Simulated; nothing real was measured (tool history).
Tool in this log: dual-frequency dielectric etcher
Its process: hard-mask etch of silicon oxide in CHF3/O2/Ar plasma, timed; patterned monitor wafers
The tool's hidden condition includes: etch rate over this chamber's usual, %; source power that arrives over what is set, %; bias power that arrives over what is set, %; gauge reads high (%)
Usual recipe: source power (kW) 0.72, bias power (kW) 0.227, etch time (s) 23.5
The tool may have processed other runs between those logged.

run     day  source power (kW)  bias power (kW)  etch time (s)  wafers since the last listed run  hours since the last wet clean  hours since the last source power generator calibration  hours since the last bias power generator calibration  hours since the last upper electrode change  hours since the gauge calibration  read-back reference wafer on the same gauge, depth_nm  mean etch depth across the wafer (nm)
  1       0               0.72            0.227           23.5                                 0                           370.7                                                   1301.3                                                 1628.3                                       3773.2                              281.6                                                   59.7                                   60.8
  2   0.821               0.84            0.227           23.5                               345                           390.4                                                     1321                                                   1648                                       3792.9                              301.3                                                   59.7                                   64.2
       2.55  -- wet clean of the chamber
  3   2.571               0.72            0.227           23.5                               315                             0.5                                                     1363                                                   1690                                       3834.9                              343.3                                                   59.7                                   61.8
  4   2.779               0.72            0.227           23.5                                87                             5.5                                                     1368                                                   1695                                       3839.9                              348.3                                                   59.7                                     62
  5   3.842               0.72            0.227           23.5                               446                              31                                                   1393.5                                                 1720.5                                       3865.4                              373.8                                                   59.7                                   61.9
  6   4.667               0.72            0.227           23.5                               346                            50.8                                                   1413.3                                                 1740.3                                       3885.2                              393.6                                                   59.7                                   61.9
  7   6.046               0.72            0.227           23.5                               580                            83.9                                                   1446.4                                                 1773.4                                       3918.3                              426.7                                                   59.7                                   61.7
  8   6.654               0.72            0.227           23.5                               255                            98.5                                                     1461                                                   1788                                       3932.9                              441.3                                                   59.7                                   61.4
  9   8.062               0.72            0.259           23.5                               592                           132.3                                                   1494.8                                                 1821.8                                       3966.7                              475.1                                                   59.7                                   64.1
      9.362  -- upper electrode replaced
 10   9.383               0.72             0.25           23.5                               134                             164                                                   1526.5                                                 1853.5                                          0.5                              506.8                                                   59.6                                   63.7
 11    9.65               0.72             0.25           23.5                               112                           170.4                                                   1532.9                                                 1859.9                                          6.9                              513.2                                                   59.6                                   63.5
 12      11               0.72            0.227           21.5                               567                           202.8                                                   1565.3                                                 1892.3                                         39.3                              545.6                                                   59.7                                   56.5
 13  11.696               0.72            0.227           23.5                               292                           219.5                                                     1582                                                   1909                                           56                              562.3                                                   59.7                                   61.1
     12.317  -- bias power generator calibrated
 14  12.558               0.72            0.227           23.5                               292                           240.2                                                   1602.7                                                    5.8                                         76.7                                583                                                   59.7                                   61.3
 15  13.162               0.72            0.227           23.5                               254                           254.7                                                   1617.2                                                   20.3                                         91.2                              597.5                                                   59.7                                   61.3
 16  13.758               0.86            0.192           18.5                               250                             269                                                   1631.5                                                   34.6                                        105.5                              611.8                                                   59.7                                   48.6
     17.042  -- gauge calibrated
 17  17.779               0.79            0.227           23.5                              1690                           365.5                                                     1728                                                  131.1                                          202                               17.7                                                   59.7                                   62.6
     18.108  -- source power generator calibrated
 18  18.408               0.82            0.174           23.5                               194                           380.6                                                      7.2                                                  146.2                                        217.1                               32.8                                                   59.8                                   58.2
 19   19.65               0.72            0.227             21                               522                           410.4                                                       37                                                    176                                        246.9                               62.6                                                   59.7                                   54.5
 20  20.412               0.72            0.227           23.5                               320                           428.7                                                     55.3                                                  194.3                                        265.2                               80.9                                                   59.7                                   60.9
 21  21.179               0.72            0.227           23.5                               322                           447.1                                                     73.7                                                  212.7                                        283.6                               99.3                                                   59.8                                   61.1
 22  21.842               0.62            0.246           23.5                               278                             463                                                     89.6                                                  228.6                                        299.5                              115.2                                                   59.7                                   58.9
     23.104  -- wet clean of the chamber
 23  23.125               0.87            0.197             30                               119                             0.5                                                    120.4                                                  259.4                                        330.3                                146                                                   59.7                                   80.4
 24  23.217               0.72            0.241           16.5                                38                             2.7                                                    122.6                                                  261.6                                        332.5                              148.2                                                   59.7                                   44.1
 25  23.783               0.89            0.227           23.5                               238                            16.3                                                    136.2                                                  275.2                                        346.1                              161.8                                                   59.7                                   67.2
 26  24.954               0.77            0.227           20.5                               492                            44.4                                                    164.3                                                  303.3                                        374.2                              189.9                                                   59.7                                   55.5
 27  25.846               0.72            0.227           23.5                               374                            65.8                                                    185.7                                                  324.7                                        395.6                              211.3                                                   59.7                                   61.5
 28  26.554               0.72            0.227           23.5                               297                            82.8                                                    202.7                                                  341.7                                        412.6                              228.3                                                   59.7                                   61.5
 29  27.783               0.85            0.211             17                               516                           112.3                                                    232.2                                                  371.2                                        442.1                              257.8                                                   59.7                                   46.1
 30  29.267               0.63            0.211           29.5                               623                           147.9                                                    267.8                                                  406.8                                        477.7                              293.4                                                   59.7                                   71.7

Predict each of these 3 candidate next runs independently; none follows another, all start after run 30:
  A  29.283               0.72            0.172           23.5                                 7                           148.3                                                    268.2                                                  407.2                                        478.1                              293.8                                                      ?                                      ?
  B  29.283               0.55            0.247           23.5                                 7                           148.3                                                    268.2                                                  407.2                                        478.1                              293.8                                                      ?                                      ?
  C  29.283               0.86            0.283           23.5                                 7                           148.3                                                    268.2                                                  407.2                                        478.1                              293.8                                                      ?                                      ?

run  read-back reference wafer on the same gauge, depth_nm  mean etch depth across the wafer (nm)
  A                                                   59.7                                   55.8
  B                                                   59.7                                   57.3
  C                                                   59.7                                   70.1
Had the tool no hidden state, the same runs would have come out as:
run  mean etch depth across the wafer (nm)
  A                                   56.1
  B                                   57.6
  C                                   70.5
